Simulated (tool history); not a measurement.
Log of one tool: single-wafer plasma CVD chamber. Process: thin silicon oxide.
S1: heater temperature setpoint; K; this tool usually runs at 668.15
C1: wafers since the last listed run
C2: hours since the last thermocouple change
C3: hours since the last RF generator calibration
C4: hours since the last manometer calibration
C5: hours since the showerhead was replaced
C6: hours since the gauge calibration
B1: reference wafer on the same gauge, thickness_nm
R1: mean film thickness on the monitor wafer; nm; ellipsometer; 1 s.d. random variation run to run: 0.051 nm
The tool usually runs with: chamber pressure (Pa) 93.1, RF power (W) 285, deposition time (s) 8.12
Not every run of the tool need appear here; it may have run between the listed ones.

Run 1, hour 0: usual settings; C1 0; C2 1913.8; C3 468.3; C4 2021.1; C5 5467.9; C6 844.7; B1 12.094. Result: R1 12.068 nm.
Run 2, hour 86.2: usual settings; C1 1643; C2 2000; C3 554.5; C4 2107.3; C5 5554.1; C6 930.9; B1 12.11. Result: R1 12.2 nm.
Run 3, hour 177.8: usual settings but S1 661.15 K; C1 1746; C2 2091.6; C3 646.1; C4 2198.9; C5 5645.7; C6 1022.5; B1 12.095. Result: R1 12.27 nm.
Run 4, hour 216.8: usual settings but S1 656.15 K, RF power (W) 310; C1 743; C2 2130.6; C3 685.1; C4 2237.9; C5 5684.7; C6 1061.5; B1 12.09. Result: R1 12.503 nm.
Run 5, hour 321.7: usual settings but S1 656.15 K, RF power (W) 310; C1 1999; C2 2235.5; C3 790; C4 2342.8; C5 5789.6; C6 1166.4; B1 12.115. Result: R1 12.589 nm.
Run 6, hour 411.7: usual settings; C1 1715; C2 2325.5; C3 880; C4 2432.8; C5 5879.6; C6 1256.4; B1 12.087. Result: R1 12.152 nm.
At hour 433.2: showerhead replaced.
Run 7, hour 476.7: usual settings; C1 1086; C2 2390.5; C3 945; C4 2497.8; C5 43.5; C6 1321.4; B1 12.096. Result: R1 12.266 nm.
At hour 500.1: RF generator calibrated.
At hour 523: thermocouple changed; heater temperature recalibrated.
Run 8, hour 562.2: usual settings; C1 1324; C2 39.2; C3 62.1; C4 2583.3; C5 129; C6 1406.9; B1 12.113. Result: R1 12.27 nm.
Run 9, hour 660.4: usual settings but S1 658.15 K, chamber pressure (Pa) 114; C1 1872; C2 137.4; C3 160.3; C4 2681.5; C5 227.2; C6 1505.1; B1 12.083. Result: R1 14.934 nm.
At hour 717.3: capacitance manometer re-zeroed and calibrated.
Run 10, hour 720.1: usual settings but S1 659.15 K, RF power (W) 340; C1 985; C2 197.1; C3 220; C4 2.8; C5 286.9; C6 1564.8; B1 12.105. Result: R1 12.406 nm.
Run 11, hour 799.2: usual settings; C1 1507; C2 276.2; C3 299.1; C4 81.9; C5 366; C6 1643.9; B1 12.092. Result: R1 11.784 nm.
Run 12, hour 858: usual settings but RF power (W) 300; C1 1120; C2 335; C3 357.9; C4 140.7; C5 424.8; C6 1702.7; B1 12.109. Result: R1 12.031 nm.
At hour 900.5: gauge calibrated.
Run 13, hour 1180.9: usual settings but chamber pressure (Pa) 86.1; C1 6155; C2 657.9; C3 680.8; C4 463.6; C5 747.7; C6 280.4; B1 12.096. Result: R1 10.888 nm.
Run 14, hour 1359.5: usual settings but S1 677.15 K, deposition time (s) 7.08; C1 3404; C2 836.5; C3 859.4; C4 642.2; C5 926.3; C6 459; B1 12.091. Result: R1 10.315 nm.
At hour 1500.1: RF generator calibrated.
Run 15, hour 1566.4: usual settings but S1 674.15 K, chamber pressure (Pa) 77.1, deposition time (s) 7.27; C1 3791; C2 1043.4; C3 66.3; C4 849.1; C5 1133.2; C6 665.9; B1 12.094. Result: R1 8.711 nm.
Run 16, hour 1647.2: usual settings; C1 1540; C2 1124.2; C3 147.1; C4 929.9; C5 1214; C6 746.7; B1 12.083. Result: R1 11.888 nm.
Run 17, hour 1689.4: usual settings but RF power (W) 230; C1 804; C2 1166.4; C3 189.3; C4 972.1; C5 1256.2; C6 788.9; B1 12.102. Result: R1 11.256 nm.
Run 18, hour 1790.9: usual settings; C1 1934; C2 1267.9; C3 290.8; C4 1073.6; C5 1357.7; C6 890.4; B1 12.093. Result: R1 11.923 nm.
Run 19, hour 1846: usual settings; C1 1050; C2 1323; C3 345.9; C4 1128.7; C5 1412.8; C6 945.5; B1 12.098. Result: R1 11.9 nm.
Run 20, hour 1944.3: usual settings but S1 656.15 K, RF power (W) 270, deposition time (s) 8.71; C1 1873; C2 1421.3; C3 444.2; C4 1227; C5 1511.1; C6 1043.8; B1 12.096. Result: R1 12.648 nm.
Run 21, hour 2027.1: usual settings but S1 676.15 K; C1 1578; C2 1504.1; C3 527; C4 1309.8; C5 1593.9; C6 1126.6; B1 12.107. Result: R1 11.95 nm.
Run 22, hour 2111.8: usual settings; C1 1614; C2 1588.8; C3 611.7; C4 1394.5; C5 1678.6; C6 1211.3; B1 12.09. Result: R1 11.85 nm.
Run 23, hour 2190.2: usual settings but S1 662.15 K, chamber pressure (Pa) 80.3, RF power (W) 310, deposition time (s) 7.55; C1 1494; C2 1667.2; C3 690.1; C4 1472.9; C5 1757; C6 1289.7; B1 12.106. Result: R1 9.734 nm.
Run 24, hour 2291: usual settings; C1 1921; C2 1768; C3 790.9; C4 1573.7; C5 1857.8; C6 1390.5; B1 12.093. Result: R1 12.021 nm.
Run 25, hour 2332.5: usual settings but RF power (W) 305, deposition time (s) 7.16; C1 791; C2 1809.5; C3 832.4; C4 1615.2; C5 1899.3; C6 1432; B1 12.084. Result: R1 10.778 nm.
Run 26, hour 2432.7: usual settings but S1 680.15 K, chamber pressure (Pa) 104.5; C1 1910; C2 1909.7; C3 932.6; C4 1715.4; C5 1999.5; C6 1532.2; B1 12.121. Result: R1 13.355 nm.
At hour 2467.9: RF generator calibrated.
Run 27, hour 2487: usual settings; C1 882; C2 1964; C3 19.1; C4 1769.7; C5 2053.8; C6 1586.5; B1 12.109. Result: R1 11.947 nm.
At hour 2698.6: gauge calibrated.
Run 28, hour 2748.3: usual settings but chamber pressure (Pa) 104.5, RF power (W) 245; C1 4981; C2 2225.3; C3 280.4; C4 2031; C5 2315.1; C6 49.7; B1 12.087. Result: R1 13.018 nm.
Run 29, hour 2814.5: usual settings but S1 681.15 K, chamber pressure (Pa) 110.5, RF power (W) 240; C1 1262; C2 2291.5; C3 346.6; C4 2097.2; C5 2381.3; C6 115.9; B1 12.086. Result: R1 13.58 nm.

Alternative continuations, all from the tool just after run 29; predict every row:
Run A, hour 2814.9: usual settings; C1 7; C2 2291.9; C3 347; C4 2097.6; C5 2381.7; C6 116.3; B1 ?. Result: R1 ?.
Run B, hour 2814.9: usual settings but S1 675.15 K, chamber pressure (Pa) 110.7; C1 7; C2 2291.9; C3 347; C4 2097.6; C5 2381.7; C6 116.3; B1 ?. Result: R1 ?.
Run C, hour 2814.9: usual settings but RF power (W) 255, deposition time (s) 9.43; C1 7; C2 2291.9; C3 347; C4 2097.6; C5 2381.7; C6 116.3; B1 ?. Result: R1 ?.

run    B1      R1
  A  12.1  12.101
  B  12.1   14.16
  C  12.1  13.651
What these runs would have given with no unlogged condition in the tool:
run      R1
  A   11.84
  B  13.909
  C  13.356

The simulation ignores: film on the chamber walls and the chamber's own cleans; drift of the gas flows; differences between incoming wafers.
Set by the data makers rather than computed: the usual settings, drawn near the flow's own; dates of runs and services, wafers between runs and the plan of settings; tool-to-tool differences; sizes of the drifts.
